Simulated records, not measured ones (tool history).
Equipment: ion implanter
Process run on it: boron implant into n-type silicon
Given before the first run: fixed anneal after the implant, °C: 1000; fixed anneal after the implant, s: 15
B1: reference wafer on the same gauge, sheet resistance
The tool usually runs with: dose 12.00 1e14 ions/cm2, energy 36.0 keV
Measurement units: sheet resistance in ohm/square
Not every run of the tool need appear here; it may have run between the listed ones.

{"run": 1, "hour": 0.0, "dose": 12.0, "energy": 36.0, "B1": 98.03, "sheet resistance": 100.4}
{"run": 2, "hour": 54.3, "dose": 12.0, "energy": 36.0, "B1": 98.01, "sheet resistance": 100.26}
{"run": 3, "hour": 121.1, "dose": 12.0, "energy": 36.0, "B1": 98.03, "sheet resistance": 101.24}
{"run": 4, "hour": 148.6, "dose": 12.0, "energy": 36.0, "B1": 97.85, "sheet resistance": 100.24}
{"run": 5, "hour": 174.7, "dose": 12.0, "energy": 42.0, "B1": 98.11, "sheet resistance": 100.72}
{"hour": 194.7, "done": "Faraday cup replaced and dose calibrated"}
{"run": 6, "hour": 204.7, "dose": 12.0, "energy": 42.0, "B1": 98.03, "sheet resistance": 99.53}
{"run": 7, "hour": 247.0, "dose": 12.0, "energy": 42.0, "B1": 97.92, "sheet resistance": 100.05}
{"run": 8, "hour": 274.8, "dose": 12.0, "energy": 31.0, "B1": 98.15, "sheet resistance": 101.75}
{"run": 9, "hour": 329.9, "dose": 12.0, "energy": 31.0, "B1": 97.82, "sheet resistance": 101.69}
{"run": 10, "hour": 387.5, "dose": 12.0, "energy": 31.0, "B1": 98.14, "sheet resistance": 101.94}
{"run": 11, "hour": 447.3, "dose": 12.0, "energy": 36.0, "B1": 97.92, "sheet resistance": 100.35}
{"run": 12, "hour": 493.4, "dose": 12.0, "energy": 36.0, "B1": 98.17, "sheet resistance": 100.7}
{"run": 13, "hour": 524.0, "dose": 12.0, "energy": 36.0, "B1": 98.04, "sheet resistance": 100.51}
{"run": 14, "hour": 579.3, "dose": 12.0, "energy": 36.0, "B1": 98.06, "sheet resistance": 99.44}
{"run": 15, "hour": 624.2, "dose": 12.0, "energy": 36.0, "B1": 98.12, "sheet resistance": 101.19}
{"run": 16, "hour": 684.4, "dose": 9.9, "energy": 25.5, "B1": 97.98, "sheet resistance": 119.64}
{"run": 17, "hour": 710.4, "dose": 12.0, "energy": 36.0, "B1": 98.0, "sheet resistance": 99.79}
{"run": 18, "hour": 750.1, "dose": 14.28, "energy": 45.5, "B1": 97.98, "sheet resistance": 86.09}
{"run": 19, "hour": 805.2, "dose": 15.22, "energy": 47.5, "B1": 97.93, "sheet resistance": 81.59}
{"hour": 813.7, "done": "extraction supply calibrated"}
{"hour": 871.1, "done": "Faraday cup replaced and dose calibrated"}
{"run": 20, "hour": 904.3, "dose": 12.0, "energy": 29.0, "B1": 97.91, "sheet resistance": 101.62}
{"hour": 909.9, "done": "gauge calibrated"}
{"run": 21, "hour": 937.6, "dose": 9.69, "energy": 48.0, "B1": 98.03, "sheet resistance": 117.46}
{"run": 22, "hour": 981.8, "dose": 10.81, "energy": 46.0, "B1": 98.06, "sheet resistance": 106.97}
{"run": 23, "hour": 1015.9, "dose": 12.0, "energy": 36.0, "B1": 98.05, "sheet resistance": 99.74}
{"run": 24, "hour": 1080.6, "dose": 12.0, "energy": 36.0, "B1": 98.0, "sheet resistance": 99.84}
{"run": 25, "hour": 1128.3, "dose": 9.69, "energy": 25.5, "B1": 97.97, "sheet resistance": 122.37}
{"run": 26, "hour": 1188.9, "dose": 12.0, "energy": 45.5, "B1": 98.07, "sheet resistance": 99.36}
{"run": 27, "hour": 1232.1, "dose": 14.84, "energy": 29.0, "B1": 97.92, "sheet resistance": 86.47}
{"run": 28, "hour": 1295.5, "dose": 12.0, "energy": 46.0, "B1": 97.9, "sheet resistance": 99.29}
{"run": 29, "hour": 1339.7, "dose": 15.1, "energy": 44.0, "B1": 98.05, "sheet resistance": 82.99}
{"run": 30, "hour": 1397.3, "dose": 8.72, "energy": 48.0, "B1": 98.08, "sheet resistance": 128.19}
{"run": 31, "hour": 1423.9, "dose": 8.81, "energy": 46.0, "B1": 97.87, "sheet resistance": 126.02}

3 ways to go on from here, each from the tool as it stands after run 31. What would each give?
{"run": "A", "hour": 1424.3, "dose": 12.0, "energy": 41.0, "B1": "?", "sheet resistance": "?"}
{"run": "B", "hour": 1424.3, "dose": 14.34, "energy": 36.0, "B1": "?", "sheet resistance": "?"}
{"run": "C", "hour": 1424.3, "dose": 14.56, "energy": 24.5, "B1": "?", "sheet resistance": "?"}

run=A B1=97.87 sheet_resistance=99.05
run=B B1=97.87 sheet_resistance=86.70
run=C B1=97.87 sheet_resistance=88.90
Take away the tool's hidden state, keep each run's random variation, and the runs would have read:
run=A sheet_resistance=99.05
run=B sheet_resistance=86.70
run=C sheet_resistance=88.90
